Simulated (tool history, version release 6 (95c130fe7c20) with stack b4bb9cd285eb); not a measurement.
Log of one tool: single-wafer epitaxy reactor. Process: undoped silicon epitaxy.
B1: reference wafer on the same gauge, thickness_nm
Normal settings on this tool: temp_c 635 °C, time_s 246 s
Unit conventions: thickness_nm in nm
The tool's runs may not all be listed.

run 1 hour=0 | temp_c=635 time_s=246 | B1=24.303 | thickness_nm=29.353
run 2 hour=17.5 | temp_c=625 time_s=228 | B1=24.301 | thickness_nm=22.284
run 3 hour=27.2 | temp_c=625 time_s=228 | B1=24.298 | thickness_nm=22.272
run 4 hour=45 | temp_c=625 time_s=228 | B1=24.279 | thickness_nm=22.447
run 5 hour=61.6 | temp_c=635 time_s=246 | B1=24.294 | thickness_nm=29.501
run 6 hour=82 | temp_c=635 time_s=246 | B1=24.308 | thickness_nm=29.324
run 7 hour=92.6 | temp_c=635 time_s=246 | B1=24.315 | thickness_nm=29.352
run 8 hour=101.8 | temp_c=635 time_s=210 | B1=24.284 | thickness_nm=25.243
run 9 hour=113.3 | temp_c=635 time_s=210 | B1=24.309 | thickness_nm=25.139
run 10 hour=130.9 | temp_c=635 time_s=210 | B1=24.309 | thickness_nm=25.059
run 11 hour=182.6 | temp_c=635 time_s=246 | B1=24.295 | thickness_nm=29.469
run 12 hour=199.4 | temp_c=635 time_s=246 | B1=24.283 | thickness_nm=29.576
run 13 hour=206.5 | temp_c=635 time_s=223 | B1=24.307 | thickness_nm=26.665
run 14 hour=221.9 | temp_c=635 time_s=223 | B1=24.302 | thickness_nm=26.844
-- hour=269.6 pyrometer calibrated
run 15 hour=270.1 | temp_c=635 time_s=216 | B1=24.31 | thickness_nm=27.562
run 16 hour=276.6 | temp_c=635 time_s=216 | B1=24.295 | thickness_nm=27.825
run 17 hour=289.4 | temp_c=629 time_s=246 | B1=24.293 | thickness_nm=28.19
run 18 hour=302.2 | temp_c=629 time_s=246 | B1=24.302 | thickness_nm=28.176
run 19 hour=312.8 | temp_c=631 time_s=264 | B1=24.302 | thickness_nm=31.552
run 20 hour=322.6 | temp_c=644 time_s=206 | B1=24.302 | thickness_nm=31.713
run 21 hour=337.2 | temp_c=648 time_s=246 | B1=24.296 | thickness_nm=41.082
-- hour=341 gauge calibrated
run 22 hour=347.4 | temp_c=628 time_s=231 | B1=24.286 | thickness_nm=26.197
run 23 hour=356.7 | temp_c=648 time_s=278 | B1=24.285 | thickness_nm=46.433
run 24 hour=372.7 | temp_c=635 time_s=246 | B1=24.317 | thickness_nm=31.951
run 25 hour=380 | temp_c=628 time_s=204 | B1=24.313 | thickness_nm=23.082
-- hour=399.3 pyrometer calibrated, repeated, since the last time left the tool worse
run 26 hour=399.8 | temp_c=635 time_s=286 | B1=24.308 | thickness_nm=32.246
run 27 hour=413.6 | temp_c=645 time_s=246 | B1=24.303 | thickness_nm=33.567
run 28 hour=429.8 | temp_c=635 time_s=213 | B1=24.311 | thickness_nm=24.036
run 29 hour=437.3 | temp_c=635 time_s=246 | B1=24.3 | thickness_nm=27.789
run 30 hour=449.5 | temp_c=635 time_s=202 | B1=24.287 | thickness_nm=23.039
run 31 hour=466 | temp_c=621 time_s=278 | B1=24.3 | thickness_nm=23.767
run 32 hour=482.9 | temp_c=640 time_s=217 | B1=24.31 | thickness_nm=27.08
run 33 hour=498.3 | temp_c=623 time_s=246 | B1=24.311 | thickness_nm=21.903
run 34 hour=512 | temp_c=635 time_s=246 | B1=24.295 | thickness_nm=28.294
run 35 hour=523.5 | temp_c=642 time_s=230 | B1=24.296 | thickness_nm=30.052
run 36 hour=532.1 | temp_c=625 time_s=246 | B1=24.294 | thickness_nm=23.208

5 ways to go on from here, each from the tool as it stands after run 36. What would each give?
run A hour=532.6 | temp_c=641 time_s=246 | B1=? | thickness_nm=?
run B hour=532.6 | temp_c=650 time_s=262 | B1=? | thickness_nm=?
run C hour=532.6 | temp_c=640 time_s=261 | B1=? | thickness_nm=?
run D hour=532.6 | temp_c=646 time_s=246 | B1=? | thickness_nm=?
run E hour=532.6 | temp_c=631 time_s=218 | B1=? | thickness_nm=?

run=A B1=24.289 thickness_nm=31.851
run=B B1=24.289 thickness_nm=40.383
run=C B1=24.289 thickness_nm=33.138
run=D B1=24.289 thickness_nm=35.103
run=E B1=24.289 thickness_nm=23.171
What these runs would have given with no unlogged condition in the tool:
run=A thickness_nm=31.133
run=B thickness_nm=39.489
run=C thickness_nm=32.39
run=D thickness_nm=34.319
run=E thickness_nm=22.639
